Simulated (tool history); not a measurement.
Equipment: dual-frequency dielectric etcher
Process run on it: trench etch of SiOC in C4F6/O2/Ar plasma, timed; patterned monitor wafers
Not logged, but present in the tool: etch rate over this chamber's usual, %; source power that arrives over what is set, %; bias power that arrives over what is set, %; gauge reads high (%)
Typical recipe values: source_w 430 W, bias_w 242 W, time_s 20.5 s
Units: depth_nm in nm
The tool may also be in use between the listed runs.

| run | hour | source_w | bias_w | time_s | wafers since the last listed run | hours since the last wet clean | hours since the last source power generator calibration | hours since the last bias power generator calibration | hours since the last upper electrode change | hours since the gauge calibration | read-back reference wafer on the same gauge, depth_nm | depth_nm |
|---|---|---|---|---|---|---|---|---|---|---|---|---|
| 1 | 0.0 | 430 | 242 | 23.0 | 0 | 120.8 | 1343.1 | 3945.1 | 5438.2 | 480.0 | 38.93 | 48.68 |
| 2 | 84.6 | 430 | 242 | 23.0 | 1316 | 205.4 | 1427.7 | 4029.7 | 5522.8 | 564.6 | 39.02 | 48.16 |
| 3 | 181.7 | 430 | 242 | 23.0 | 1510 | 302.5 | 1524.8 | 4126.8 | 5619.9 | 661.7 | 39.01 | 47.74 |
| 4 | 208.1 | 460 | 242 | 20.5 | 410 | 328.9 | 1551.2 | 4153.2 | 5646.3 | 688.1 | 38.98 | 43.39 |
|  | 240.9 | wet clean of the chamber |
| 5 | 241.4 | 430 | 242 | 20.5 | 144 | 0.5 | 1584.5 | 4186.5 | 5679.6 | 721.4 | 39.03 | 44.26 |
| 6 | 252.1 | 430 | 242 | 20.5 | 166 | 11.2 | 1595.2 | 4197.2 | 5690.3 | 732.1 | 39.01 | 44.22 |
|  | 301.8 | upper electrode replaced |
| 7 | 302.3 | 430 | 242 | 16.5 | 407 | 61.4 | 1645.4 | 4247.4 | 0.5 | 782.3 | 39.05 | 35.33 |
| 8 | 302.6 | 430 | 242 | 20.5 | 4 | 61.7 | 1645.7 | 4247.7 | 0.8 | 782.6 | 38.97 | 43.91 |
| 9 | 327.6 | 430 | 242 | 24.5 | 388 | 86.7 | 1670.7 | 4272.7 | 25.8 | 807.6 | 39.01 | 51.87 |
| 10 | 352.1 | 430 | 242 | 24.5 | 381 | 111.2 | 1695.2 | 4297.2 | 50.3 | 832.1 | 38.98 | 52.26 |
|  | 362.0 | source power generator calibrated |
|  | 369.1 | bias power generator calibrated |
| 11 | 381.7 | 430 | 242 | 24.5 | 336 | 140.8 | 19.7 | 12.6 | 79.9 | 861.7 | 39.02 | 52.42 |
| 12 | 403.6 | 460 | 202 | 20.5 | 340 | 162.7 | 41.6 | 34.5 | 101.8 | 883.6 | 39.01 | 41.27 |
| 13 | 416.6 | 460 | 202 | 20.5 | 202 | 175.7 | 54.6 | 47.5 | 114.8 | 896.6 | 39.03 | 41.14 |
| 14 | 443.7 | 430 | 242 | 24.5 | 421 | 202.8 | 81.7 | 74.6 | 141.9 | 923.7 | 39.04 | 51.48 |
| 15 | 468.4 | 490 | 242 | 23.0 | 384 | 227.5 | 106.4 | 99.3 | 166.6 | 948.4 | 39.04 | 50.85 |
|  | 469.3 | gauge calibrated |
| 16 | 496.4 | 430 | 273 | 20.5 | 435 | 255.5 | 134.4 | 127.3 | 194.6 | 27.1 | 38.99 | 44.77 |
| 17 | 522.6 | 510 | 281 | 24.0 | 407 | 281.7 | 160.6 | 153.5 | 220.8 | 53.3 | 39.00 | 56.24 |
| 18 | 555.5 | 380 | 223 | 24.0 | 511 | 314.6 | 193.5 | 186.4 | 253.7 | 86.2 | 38.97 | 46.59 |
|  | 601.9 | wet clean of the chamber |
| 19 | 602.4 | 500 | 268 | 16.0 | 356 | 0.5 | 240.4 | 233.3 | 300.6 | 133.1 | 39.05 | 38.02 |
| 20 | 602.7 | 540 | 210 | 23.0 | 4 | 0.8 | 240.7 | 233.6 | 300.9 | 133.4 | 38.99 | 51.17 |
| 21 | 610.1 | 510 | 280 | 20.5 | 115 | 8.2 | 248.1 | 241.0 | 308.3 | 140.8 | 39.01 | 49.89 |
| 22 | 633.1 | 540 | 242 | 20.5 | 357 | 31.2 | 271.1 | 264.0 | 331.3 | 163.8 | 39.02 | 48.03 |
| 23 | 662.9 | 430 | 242 | 20.5 | 463 | 61.0 | 300.9 | 293.8 | 361.1 | 193.6 | 38.98 | 44.12 |
| 24 | 763.4 | 430 | 197 | 24.0 | 1563 | 161.5 | 401.4 | 394.3 | 461.6 | 294.1 | 39.06 | 47.35 |
| 25 | 790.1 | 340 | 216 | 19.0 | 415 | 188.2 | 428.1 | 421.0 | 488.3 | 320.8 | 39.01 | 35.87 |
| 26 | 819.0 | 380 | 242 | 20.5 | 449 | 217.1 | 457.0 | 449.9 | 517.2 | 349.7 | 39.01 | 41.88 |
| 27 | 839.2 | 430 | 277 | 15.5 | 314 | 237.3 | 477.2 | 470.1 | 537.4 | 369.9 | 38.99 | 34.50 |
| 28 | 851.4 | 480 | 195 | 20.5 | 189 | 249.5 | 489.4 | 482.3 | 549.6 | 382.1 | 38.92 | 41.64 |
| 29 | 869.6 | 430 | 242 | 20.5 | 283 | 267.7 | 507.6 | 500.5 | 567.8 | 400.3 | 39.01 | 42.91 |
| 30 | 889.9 | 430 | 242 | 20.5 | 315 | 288.0 | 527.9 | 520.8 | 588.1 | 420.6 | 39.03 | 43.15 |
| 31 | 909.5 | 540 | 242 | 20.5 | 304 | 307.6 | 547.5 | 540.4 | 607.7 | 440.2 | 39.04 | 46.23 |

A few steps of depth_nm between consecutive runs. Split each: what settings, incoming material and random variation would produce without the hidden state, and what is left over for the hidden state, along with gauge scatter present in only one of the two compared results (measured, and without hidden state):
Run 2 -> 3: nothing adjusted, nothing logged. depth_nm -0.42 nm: hidden state -0.51, all else +0.09.
Run 4 -> 5: source_w 460 -> 430, wet clean of the chamber. depth_nm +0.87 nm: hidden state +1.74, all else -0.87.
Run 16 -> 17: source_w 430 -> 510, bias_w 273 -> 281, time_s 20.5 -> 24.0. depth_nm +11.47 nm: hidden state -0.50, all else +11.97.
Run 18 -> 19: source_w 380 -> 500, bias_w 223 -> 268, time_s 24.0 -> 16.0, wet clean of the chamber. depth_nm -8.57 nm: hidden state +1.95, all else -10.52.
Run 19 -> 20: source_w 500 -> 540, bias_w 268 -> 210, time_s 16.0 -> 23.0. depth_nm +13.15 nm: hidden state +0.08, all else +13.07.
Run 24 -> 25: source_w 430 -> 340, bias_w 197 -> 216, time_s 24.0 -> 19.0. depth_nm -11.48 nm: hidden state +0.01, all else -11.49.
